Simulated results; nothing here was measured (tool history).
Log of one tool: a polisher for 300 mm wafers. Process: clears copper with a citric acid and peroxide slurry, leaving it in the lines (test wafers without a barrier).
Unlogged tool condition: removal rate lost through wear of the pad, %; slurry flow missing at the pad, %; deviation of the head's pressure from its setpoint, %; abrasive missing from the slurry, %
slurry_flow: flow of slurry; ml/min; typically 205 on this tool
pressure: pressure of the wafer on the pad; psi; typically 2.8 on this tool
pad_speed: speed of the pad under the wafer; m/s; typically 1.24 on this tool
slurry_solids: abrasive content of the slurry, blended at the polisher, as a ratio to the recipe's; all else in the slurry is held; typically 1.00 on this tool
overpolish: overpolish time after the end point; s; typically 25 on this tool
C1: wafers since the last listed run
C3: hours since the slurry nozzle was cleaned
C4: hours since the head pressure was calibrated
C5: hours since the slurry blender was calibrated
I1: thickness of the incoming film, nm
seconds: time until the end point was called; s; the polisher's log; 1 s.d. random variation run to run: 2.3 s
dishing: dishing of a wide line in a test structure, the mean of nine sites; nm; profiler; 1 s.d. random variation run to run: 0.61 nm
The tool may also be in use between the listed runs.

run 1 hour=0.0 | slurry_flow=205 pressure=2.8 pad_speed=1.24 slurry_solids=1.00 overpolish=25 | C1=0 wafers_polished_on_this_pad=526 C3=407.0 C4=458.5 C5=119.4 | I1=357.8 | seconds=137.7 dishing=39.8
-- hour=30.2 slurry blender recalibrated
run 2 hour=32.8 | slurry_flow=205 pressure=2.8 pad_speed=1.02 slurry_solids=1.00 overpolish=25 | C1=301 wafers_polished_on_this_pad=828 C3=439.8 C4=491.3 C5=2.6 | I1=362.7 | seconds=171.3 dishing=34.2
run 3 hour=56.3 | slurry_flow=205 pressure=2.8 pad_speed=1.02 slurry_solids=1.00 overpolish=25 | C1=230 wafers_polished_on_this_pad=1058 C3=463.3 C4=514.8 C5=26.1 | I1=356.3 | seconds=168.7 dishing=34.1
run 4 hour=76.0 | slurry_flow=205 pressure=3.3 pad_speed=1.24 slurry_solids=1.00 overpolish=25 | C1=192 wafers_polished_on_this_pad=1251 C3=483.0 C4=534.5 C5=45.8 | I1=365.3 | seconds=128.5 dishing=46.9
run 5 hour=88.3 | slurry_flow=205 pressure=3.3 pad_speed=1.24 slurry_solids=1.00 overpolish=25 | C1=120 wafers_polished_on_this_pad=1372 C3=495.3 C4=546.8 C5=58.1 | I1=366.7 | seconds=124.5 dishing=44.7
run 6 hour=103.6 | slurry_flow=205 pressure=2.8 pad_speed=1.24 slurry_solids=1.00 overpolish=25 | C1=149 wafers_polished_on_this_pad=1522 C3=510.6 C4=562.1 C5=73.4 | I1=359.5 | seconds=139.6 dishing=39.8
-- hour=116.8 worn pad replaced by a new one
run 7 hour=119.3 | slurry_flow=205 pressure=2.8 pad_speed=1.24 slurry_solids=1.00 overpolish=25 | C1=114 wafers_polished_on_this_pad=24 C3=526.3 C4=577.8 C5=89.1 | I1=359.1 | seconds=142.2 dishing=40.7
run 8 hour=147.1 | slurry_flow=205 pressure=2.8 pad_speed=1.24 slurry_solids=1.00 overpolish=25 | C1=272 wafers_polished_on_this_pad=296 C3=554.1 C4=605.6 C5=116.9 | I1=358.8 | seconds=137.6 dishing=39.2
run 9 hour=169.5 | slurry_flow=205 pressure=2.8 pad_speed=1.24 slurry_solids=1.00 overpolish=25 | C1=219 wafers_polished_on_this_pad=515 C3=576.5 C4=628.0 C5=139.3 | I1=361.3 | seconds=141.3 dishing=39.7
run 10 hour=187.4 | slurry_flow=205 pressure=2.8 pad_speed=1.24 slurry_solids=1.00 overpolish=25 | C1=175 wafers_polished_on_this_pad=691 C3=594.4 C4=645.9 C5=157.2 | I1=358.8 | seconds=142.1 dishing=39.8
-- hour=192.8 slurry blender recalibrated
run 11 hour=200.7 | slurry_flow=205 pressure=2.8 pad_speed=1.24 slurry_solids=1.00 overpolish=25 | C1=110 wafers_polished_on_this_pad=801 C3=607.7 C4=659.2 C5=7.9 | I1=362.4 | seconds=143.9 dishing=39.6
run 12 hour=234.3 | slurry_flow=205 pressure=2.8 pad_speed=1.24 slurry_solids=1.00 overpolish=25 | C1=329 wafers_polished_on_this_pad=1131 C3=641.3 C4=692.8 C5=41.5 | I1=363.7 | seconds=142.8 dishing=39.6
run 13 hour=253.9 | slurry_flow=155 pressure=2.8 pad_speed=0.98 slurry_solids=1.15 overpolish=25 | C1=191 wafers_polished_on_this_pad=1323 C3=660.9 C4=712.4 C5=61.1 | I1=355.0 | seconds=184.0 dishing=31.9
-- hour=264.2 head pressure recalibrated
run 14 hour=280.5 | slurry_flow=260 pressure=2.0 pad_speed=0.96 slurry_solids=1.00 overpolish=32 | C1=240 wafers_polished_on_this_pad=1564 C3=687.5 C4=16.3 C5=87.7 | I1=362.7 | seconds=219.5 dishing=34.5
-- hour=285.3 worn pad replaced by a new one
run 15 hour=308.2 | slurry_flow=205 pressure=2.8 pad_speed=1.24 slurry_solids=1.00 overpolish=31 | C1=232 wafers_polished_on_this_pad=224 C3=715.2 C4=44.0 C5=115.4 | I1=358.0 | seconds=129.2 dishing=51.5
run 16 hour=343.5 | slurry_flow=205 pressure=2.8 pad_speed=1.24 slurry_solids=1.00 overpolish=25 | C1=345 wafers_polished_on_this_pad=570 C3=750.5 C4=79.3 C5=150.7 | I1=360.4 | seconds=129.7 dishing=41.7
-- hour=365.5 slurry blender recalibrated
run 17 hour=366.0 | slurry_flow=205 pressure=2.8 pad_speed=1.00 slurry_solids=1.00 overpolish=25 | C1=200 wafers_polished_on_this_pad=771 C3=773.0 C4=101.8 C5=0.5 | I1=354.4 | seconds=158.7 dishing=34.1
-- hour=417.2 slurry nozzle cleaned
-- hour=442.7 worn pad replaced by a new one
run 18 hour=471.9 | slurry_flow=205 pressure=2.2 pad_speed=1.24 slurry_solids=1.00 overpolish=10 | C1=988 wafers_polished_on_this_pad=285 C3=54.7 C4=207.7 C5=106.4 | I1=363.5 | seconds=168.6 dishing=14.6
run 19 hour=492.6 | slurry_flow=205 pressure=2.8 pad_speed=1.02 slurry_solids=1.00 overpolish=25 | C1=202 wafers_polished_on_this_pad=488 C3=75.4 C4=228.4 C5=127.1 | I1=357.4 | seconds=166.3 dishing=34.3
run 20 hour=528.1 | slurry_flow=205 pressure=2.8 pad_speed=1.24 slurry_solids=1.00 overpolish=25 | C1=347 wafers_polished_on_this_pad=836 C3=110.9 C4=263.9 C5=162.6 | I1=356.5 | seconds=136.9 dishing=40.3
-- hour=532.7 slurry blender recalibrated
run 21 hour=559.9 | slurry_flow=230 pressure=3.3 pad_speed=1.24 slurry_solids=1.00 overpolish=32 | C1=291 wafers_polished_on_this_pad=1128 C3=142.7 C4=295.7 C5=27.2 | I1=359.4 | seconds=120.4 dishing=57.2
run 22 hour=594.3 | slurry_flow=230 pressure=2.8 pad_speed=1.24 slurry_solids=1.00 overpolish=25 | C1=336 wafers_polished_on_this_pad=1465 C3=177.1 C4=330.1 C5=61.6 | I1=355.9 | seconds=136.3 dishing=40.7
-- hour=607.5 worn pad replaced by a new one
run 23 hour=613.4 | slurry_flow=205 pressure=2.8 pad_speed=1.24 slurry_solids=1.00 overpolish=25 | C1=147 wafers_polished_on_this_pad=58 C3=196.2 C4=349.2 C5=80.7 | I1=361.2 | seconds=144.6 dishing=40.9
run 24 hour=630.9 | slurry_flow=265 pressure=2.8 pad_speed=1.64 slurry_solids=1.00 overpolish=34 | C1=171 wafers_polished_on_this_pad=229 C3=213.7 C4=366.7 C5=98.2 | I1=364.2 | seconds=102.3 dishing=65.3
run 25 hour=659.6 | slurry_flow=205 pressure=2.1 pad_speed=1.24 slurry_solids=0.85 overpolish=36 | C1=281 wafers_polished_on_this_pad=510 C3=242.4 C4=395.4 C5=126.9 | I1=360.6 | seconds=189.9 dishing=42.7
-- hour=677.8 slurry blender recalibrated
run 26 hour=680.6 | slurry_flow=180 pressure=2.8 pad_speed=1.24 slurry_solids=1.00 overpolish=25 | C1=186 wafers_polished_on_this_pad=696 C3=263.4 C4=416.4 C5=2.8 | I1=359.6 | seconds=143.8 dishing=38.8
run 27 hour=713.4 | slurry_flow=205 pressure=3.6 pad_speed=1.24 slurry_solids=1.25 overpolish=37 | C1=321 wafers_polished_on_this_pad=1018 C3=296.2 C4=449.2 C5=35.6 | I1=358.3 | seconds=108.8 dishing=69.0

Here are 5 independent what-if runs from the current tool condition. What would each one return?
run A hour=713.9 | slurry_flow=205 pressure=2.8 pad_speed=1.50 slurry_solids=1.00 overpolish=25 | C1=4 wafers_polished_on_this_pad=1023 C3=296.7 C4=449.7 C5=36.1 | I1=357.4 | seconds=? dishing=?
run B hour=713.9 | slurry_flow=245 pressure=1.9 pad_speed=1.24 slurry_solids=1.00 overpolish=25 | C1=4 wafers_polished_on_this_pad=1023 C3=296.7 C4=449.7 C5=36.1 | I1=357.4 | seconds=? dishing=?
run C hour=713.9 | slurry_flow=235 pressure=2.8 pad_speed=1.50 slurry_solids=1.00 overpolish=33 | C1=4 wafers_polished_on_this_pad=1023 C3=296.7 C4=449.7 C5=36.1 | I1=357.4 | seconds=? dishing=?
run D hour=713.9 | slurry_flow=250 pressure=2.4 pad_speed=1.24 slurry_solids=1.00 overpolish=39 | C1=4 wafers_polished_on_this_pad=1023 C3=296.7 C4=449.7 C5=36.1 | I1=357.4 | seconds=? dishing=?
run E hour=713.9 | slurry_flow=275 pressure=2.8 pad_speed=1.24 slurry_solids=1.00 overpolish=25 | C1=4 wafers_polished_on_this_pad=1023 C3=296.7 C4=449.7 C5=36.1 | I1=357.4 | seconds=? dishing=?

run=A seconds=119.1 dishing=46.6
run=B seconds=196.6 dishing=29.8
run=C seconds=117.0 dishing=59.0
run=D seconds=160.4 dishing=52.0
run=E seconds=138.5 dishing=41.1
With the hidden condition removed and each run's random variation left untouched, the same runs would have given:
run=A seconds=107.9 dishing=50.9
run=B seconds=178.4 dishing=32.6
run=C seconds=106.0 dishing=64.2
run=D seconds=145.4 dishing=56.6
run=E seconds=125.6 dishing=44.9

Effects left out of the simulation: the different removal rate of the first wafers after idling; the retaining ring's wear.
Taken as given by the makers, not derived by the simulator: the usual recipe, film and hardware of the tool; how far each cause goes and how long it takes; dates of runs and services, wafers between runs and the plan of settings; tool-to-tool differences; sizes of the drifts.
